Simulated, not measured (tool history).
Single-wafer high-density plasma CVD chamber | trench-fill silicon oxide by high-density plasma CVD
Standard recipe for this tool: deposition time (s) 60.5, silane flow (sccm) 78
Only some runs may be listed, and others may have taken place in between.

| run | hour | deposition time (s) | silane flow (sccm) | wafers since the last listed run | hours since the silane flow controller was replaced | hours since the gauge calibration | read-back reference wafer on the same gauge, thickness_nm | mean film thickness on the monitor wafer (angstrom) |
|---|---|---|---|---|---|---|---|---|
| 1 | 0.0 | 60.5 | 78 | 0 | 3473.7 | 168.2 | 454.985 | 4820.31 |
| 2 | 58.4 | 60.5 | 78 | 915 | 3532.1 | 226.6 | 454.962 | 4815.65 |
| 3 | 115.6 | 60.5 | 78 | 896 | 3589.3 | 283.8 | 455.125 | 4840.80 |
| 4 | 153.9 | 60.5 | 78 | 600 | 3627.6 | 322.1 | 455.150 | 4818.07 |
| 5 | 195.9 | 60.5 | 78 | 658 | 3669.6 | 364.1 | 455.149 | 4818.85 |
| 6 | 246.5 | 60.5 | 78 | 793 | 3720.2 | 414.7 | 455.066 | 4813.19 |
|  | 282.9 | silane flow controller replaced |
| 7 | 316.9 | 60.5 | 78 | 978 | 34.0 | 485.1 | 454.872 | 4910.58 |
| 8 | 369.2 | 60.5 | 78 | 820 | 86.3 | 537.4 | 455.062 | 4897.11 |
|  | 392.2 | silane flow controller replaced, repeated, since the last time left the tool worse |
| 9 | 428.1 | 50.6 | 88 | 798 | 35.9 | 596.3 | 455.045 | 4238.88 |
|  | 468.3 | gauge calibrated |
| 10 | 500.0 | 50.1 | 86 | 1127 | 107.8 | 31.7 | 454.933 | 4109.29 |
| 11 | 531.5 | 60.5 | 78 | 493 | 139.3 | 63.2 | 455.085 | 4693.60 |
| 12 | 558.1 | 66.2 | 66 | 417 | 165.9 | 89.8 | 454.975 | 4650.22 |
| 13 | 607.2 | 72.3 | 88 | 769 | 215.0 | 138.9 | 455.004 | 6030.04 |
| 14 | 678.5 | 54.9 | 78 | 1118 | 286.3 | 210.2 | 454.867 | 4242.53 |
| 15 | 723.0 | 65.8 | 83 | 697 | 330.8 | 254.7 | 454.916 | 5300.66 |
| 16 | 761.2 | 49.2 | 70 | 599 | 369.0 | 292.9 | 455.028 | 3575.11 |

Each row is a separate what-if for the run after 16, all from the same tool condition, not one after another. Results?
| A | 761.6 | 64.1 | 78 | 6 | 369.4 | 293.3 | ? | ? |
| B | 761.6 | 54.2 | 69 | 6 | 369.4 | 293.3 | ? | ? |
| C | 761.6 | 66.7 | 93 | 6 | 369.4 | 293.3 | ? | ? |
| D | 761.6 | 64.8 | 90 | 6 | 369.4 | 293.3 | ? | ? |
| E | 761.6 | 60.5 | 93 | 6 | 369.4 | 293.3 | ? | ? |

| run | read-back reference wafer on the same gauge, thickness_nm | mean film thickness on the monitor wafer (angstrom) |
|---|---|---|
| A | 454.843 | 4965.91 |
| B | 454.843 | 3907.40 |
| C | 454.843 | 5765.31 |
| D | 454.843 | 5484.89 |
| E | 454.843 | 5229.41 |
Without the tool's hidden state the same runs would have given:
| run | mean film thickness on the monitor wafer (angstrom) |
|---|---|
| A | 4962.47 |
| B | 3904.69 |
| C | 5761.32 |
| D | 5481.10 |
| E | 5225.78 |
